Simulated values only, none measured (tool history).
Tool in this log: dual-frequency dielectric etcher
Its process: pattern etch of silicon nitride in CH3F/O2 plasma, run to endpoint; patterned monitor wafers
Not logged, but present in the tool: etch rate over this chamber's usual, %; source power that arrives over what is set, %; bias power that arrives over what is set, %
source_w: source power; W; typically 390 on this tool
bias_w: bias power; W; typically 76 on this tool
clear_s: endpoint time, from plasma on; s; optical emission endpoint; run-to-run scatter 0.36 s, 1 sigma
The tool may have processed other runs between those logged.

run    hour  source_w  bias_w  wafers since the last listed run  hours since the last wet clean  hours since the last source power generator calibration  hours since the last bias power generator calibration  hours since the last upper electrode change  incoming incoming film thickness, nm  clear_s
  1       0       390      76                                 0                             558                                                   2808.2                                                  950.4                                        868.5                                  63.4     76.1
       63.7  -- wet clean of the chamber
  2    64.2       390      76                               375                             0.5                                                   2872.4                                                 1014.6                                        932.7                                  63.7     76.9
  3   105.1       390      76                               381                            41.4                                                   2913.3                                                 1055.5                                        973.6                                  63.4     76.3
  4   219.9       390      76                              1071                           156.2                                                   3028.1                                                 1170.3                                       1088.4                                    64     76.2
  5   285.6       390      76                               613                           221.9                                                   3093.8                                                   1236                                       1154.1                                  63.6     76.1
  6   339.6       390      76                               503                           275.9                                                   3147.8                                                   1290                                       1208.1                                  63.9     76.6
  7   392.7       390      76                               495                             329                                                   3200.9                                                 1343.1                                       1261.2                                  64.1     76.8
  8   455.5       390      66                               586                           391.8                                                   3263.7                                                 1405.9                                         1324                                  64.2     80.3
  9   524.2       390      67                               641                           460.5                                                   3332.4                                                 1474.6                                       1392.7                                  63.5     79.9
 10   590.6       390      67                               619                           526.9                                                   3398.8                                                   1541                                       1459.1                                  64.2     80.4
        655  -- bias power generator calibrated
 11   668.4       390      76                               688                           604.7                                                   3476.6                                                   13.4                                       1536.9                                  63.1     74.7
      744.6  -- wet clean of the chamber
 12   745.1       390      63                               491                             0.5                                                   3553.3                                                   90.1                                       1613.6                                  64.2     81.1
 13   772.3       390      85                               253                            27.7                                                   3580.5                                                  117.3                                       1640.8                                  63.7     73.3
 14   832.1       430      69                               558                            87.5                                                   3640.3                                                  177.1                                       1700.6                                  63.2     74.4
 15   918.2       430      69                               803                           173.6                                                   3726.4                                                  263.2                                       1786.7                                  63.7     74.8
 16     974       340      93                               520                           229.4                                                   3782.2                                                    319                                       1842.5                                  64.3     76.9
 17  1021.3       350      62                               441                           276.7                                                   3829.5                                                  366.3                                       1889.8                                  64.3     86.1
 18  1094.2       390      71                               680                           349.6                                                   3902.4                                                  439.2                                       1962.7                                  63.4     77.7
 19  1157.1       480      95                               587                           412.5                                                   3965.3                                                  502.1                                       2025.6                                  63.9     64.1
     1257.3  -- upper electrode replaced
     1270.5  -- source power generator calibrated
     1352.1  -- wet clean of the chamber
 20  1418.2       390      58                              1951                            66.1                                                    147.7                                                  763.2                                        160.9                                  64.2     83.7
 21  1465.7       340      82                               443                           113.6                                                    195.2                                                  810.7                                        208.4                                  64.5     81.5
 22  1547.3       320      86                               761                           195.2                                                    276.8                                                  892.3                                          290                                  63.4     80.9
 23  1616.5       390      76                               645                           264.4                                                      346                                                  961.5                                        359.2                                  64.4     77.4
 24  1721.6       390      76                               980                           369.5                                                    451.1                                                 1066.6                                        464.3                                  63.8     77.2
 25    1784       390      76                               582                           431.9                                                    513.5                                                   1129                                        526.7                                  63.5     76.7
 26  1867.7       470      87                               781                           515.6                                                    597.2                                                 1212.7                                        610.4                                  63.1     66.3
     1950.9  -- wet clean of the chamber
 27  1954.9       470      76                               589                               4                                                    684.4                                                 1299.9                                        697.6                                  63.9     70.4
 28  2013.2       320      76                               544                            62.3                                                    742.7                                                 1358.2                                        755.9                                  63.9     85.1
 29  2111.1       390      76                               913                           160.2                                                    840.6                                                 1456.1                                        853.8                                  63.6     75.8
 30  2156.6       390      91                               424                           205.7                                                    886.1                                                 1501.6                                        899.3                                  63.7       73
 31    2213       310      91                               526                           262.1                                                    942.5                                                   1558                                        955.7                                  63.9     81.5
 32  2251.1       460      66                               355                           300.2                                                    980.6                                                 1596.1                                        993.8                                  62.9     73.6
 33    2327       390      76                               708                           376.1                                                   1056.5                                                   1672                                       1069.7                                  64.2     77.4
     2365.8  -- bias power generator calibrated
 34  2400.6       360      95                               649                           449.7                                                   1130.1                                                   34.8                                       1143.3                                  64.1     73.9
 35  2446.4       480      70                               427                           495.5                                                   1175.9                                                   80.6                                       1189.1                                    64     70.9

4 ways to go on from here, each from the tool as it stands after run 35. What would each give?
  A  2446.9       300      76                                 4                             496                                                   1176.4                                                   81.1                                       1189.6                                  63.7        ?
  B  2446.9       450      76                                 4                             496                                                   1176.4                                                   81.1                                       1189.6                                  63.7        ?
  C  2446.9       330      93                                 4                             496                                                   1176.4                                                   81.1                                       1189.6                                  63.7        ?
  D  2446.9       460      62                                 4                             496                                                   1176.4                                                   81.1                                       1189.6                                  63.7        ?

run  clear_s
  A     87.2
  B     71.3
  C     77.8
  D     74.9
Take away the tool's hidden state, keep each run's random variation, and the runs would have read:
run  clear_s
  A     86.8
  B       71
  C     77.4
  D     74.5

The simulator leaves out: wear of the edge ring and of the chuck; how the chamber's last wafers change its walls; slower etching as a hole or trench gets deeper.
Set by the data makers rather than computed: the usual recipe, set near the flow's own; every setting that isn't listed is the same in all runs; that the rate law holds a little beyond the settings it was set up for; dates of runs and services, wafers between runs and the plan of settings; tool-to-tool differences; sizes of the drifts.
